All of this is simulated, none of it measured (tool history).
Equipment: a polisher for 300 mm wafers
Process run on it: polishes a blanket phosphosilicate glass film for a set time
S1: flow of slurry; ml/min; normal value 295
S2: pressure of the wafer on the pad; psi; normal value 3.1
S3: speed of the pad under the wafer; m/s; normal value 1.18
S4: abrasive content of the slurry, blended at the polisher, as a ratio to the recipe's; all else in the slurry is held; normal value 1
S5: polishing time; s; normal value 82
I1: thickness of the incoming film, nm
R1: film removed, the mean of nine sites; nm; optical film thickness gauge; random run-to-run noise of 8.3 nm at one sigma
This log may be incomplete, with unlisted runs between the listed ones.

run	hour	S1	S2	S3	S4	S5	I1	R1
1	0	295	3.1	1.18	1.15	82	4601.7	742.7
# hour 7.6: worn pad replaced by a new one
2	48.5	295	3.1	1.18	1.15	82	4670.4	761.8
3	56.9	295	3.1	1.18	1.15	82	4666.9	768.8
4	73.8	295	3.1	1.18	1	82	4550.7	728.9
5	84.4	295	3.1	1.18	1	82	4579.9	725.7
6	92.6	295	3.1	1.18	1	82	4605	728.1
7	105.3	295	3.1	0.86	1	82	4671.8	566.3
8	116.3	295	3.1	1.18	1	82	4696.5	728
9	123.7	295	3.1	1.18	1	82	4557.4	708.7
10	132.4	295	3.1	1.18	0.8	82	4600.2	652
# hour 139.2: slurry nozzle cleaned
11	149	295	3.1	1.18	1	82	4664.4	719.5
# hour 161.5: worn pad replaced by a new one
12	162	190	3.1	1.5	0.8	62	4664.7	565.8
# hour 164.9: conditioning disc replaced and pad reconditioned
13	165.4	295	2.1	0.86	0.75	89	4603.3	362.1
# hour 179.2: head pressure recalibrated
14	180.7	295	3.1	1.18	1	82	4569.2	721.7
15	196.6	210	3.1	1.3	1	82	4597.5	732.2
# hour 205.1: slurry blender recalibrated
16	210.8	330	3.9	1.18	1	82	4673.2	915.1
17	221.9	295	3.5	1.18	1	82	4639.5	804.7
18	234.7	295	3.1	1.18	1	95	4645.1	824.3
19	252.3	295	3.1	1.18	1	82	4563.8	723.5
20	263.5	295	3.1	1.18	1	74	4582	649.8
21	278.8	295	3.1	1.42	1	82	4593.8	834.5

What if the next run were any one of these 3? Each begins from the tool's condition after run 21:
A	279.2	295	3.1	1.18	1	82	4588	?
B	279.2	295	3.1	1.18	1	70	4588	?
C	279.2	295	4.1	0.94	1	72	4588	?

run	R1
A	724
B	618
C	700.9
Take away the tool's hidden state, keep each run's random variation, and the runs would have read:
run	R1
A	724
B	618
C	700.9
